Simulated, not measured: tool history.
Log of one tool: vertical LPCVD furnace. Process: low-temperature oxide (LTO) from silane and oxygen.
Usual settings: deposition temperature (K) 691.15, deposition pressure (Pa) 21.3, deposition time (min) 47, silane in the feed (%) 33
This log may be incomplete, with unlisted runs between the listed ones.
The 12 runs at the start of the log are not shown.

run   hour  deposition temperature (K)  deposition pressure (Pa)  deposition time (min)  silane in the feed (%)  read-back reference wafer on the same gauge, thickness  film thickness on the monitor wafer in the middle of the boat (nm)
     253.9  -- pressure gauge zeroed
 13  254.4                      691.15                      21.3                     47                      33                                                  293.81                                                              318.29
 14  259.9                      691.15                      21.3                     47                      33                                                   293.9                                                              319.45
 15  269.3                      691.15                      21.3                     47                      34                                                  294.16                                                              332.38
     275.9  -- gauge calibrated
 16  281.5                      682.15                        26                     62                      33                                                  293.68                                                              464.43
 17  302.3                      691.15                      21.3                     47                      33                                                  293.92                                                              318.85
 18  321.4                      681.15                      24.7                     39                      36                                                  294.08                                                              307.13
 19  331.3                      691.15                      21.3                     47                      33                                                  293.95                                                              318.08
 20    352                      688.15                        20                     32                      27                                                  294.18                                                              148.48
 21  369.7                      691.15                      21.3                   41.5                      37                                                  294.12                                                              326.75
 22  382.1                      687.15                      21.3                     47                      28                                                  294.03                                                              243.19
 23  390.1                      691.15                      21.3                   55.5                      33                                                  293.94                                                              374.95
 24  403.9                      691.15                      21.3                     47                      33                                                  294.33                                                              318.93
 25  426.7                      691.15                        18                     47                      29                                                   293.9                                                              224.53
 26  446.9                      683.15                      19.3                     47                      33                                                  294.47                                                                 264
 27  457.1                      687.15                        24                     47                      30                                                  293.63                                                              301.11
 28  473.3                      691.15                      24.7                     47                      33                                                  294.28                                                                 367
 29  493.7                      691.15                      23.3                   36.5                      33                                                  293.92                                                              269.96
 30  503.3                      687.15                      21.3                     28                      33                                                  293.98                                                              181.87
 31  518.6                      696.15                      21.3                     47                      33                                                  293.93                                                              335.11

Predict each of these 4 candidate next runs independently; none follows another, all start after run 31:
  A  524.1                      691.15                      21.3                     47                      33                                                       ?                                                                   ?
  B  524.1                      691.15                      21.3                   40.5                      33                                                       ?                                                                   ?
  C  524.1                      691.15                        18                   62.5                      35                                                       ?                                                                   ?
  D  524.1                      687.15                      21.3                     39                      33                                                       ?                                                                   ?

run  read-back reference wafer on the same gauge, thickness  film thickness on the monitor wafer in the middle of the boat (nm)
  A                                                  293.83                                                              315.77
  B                                                  293.83                                                               272.1
  C                                                  293.83                                                              382.22
  D                                                  293.83                                                               250.8
Without the tool's unlogged condition, the same runs would have read:
run  film thickness on the monitor wafer in the middle of the boat (nm)
  A                                                              317.82
  B                                                              273.86
  C                                                              385.16
  D                                                              252.42
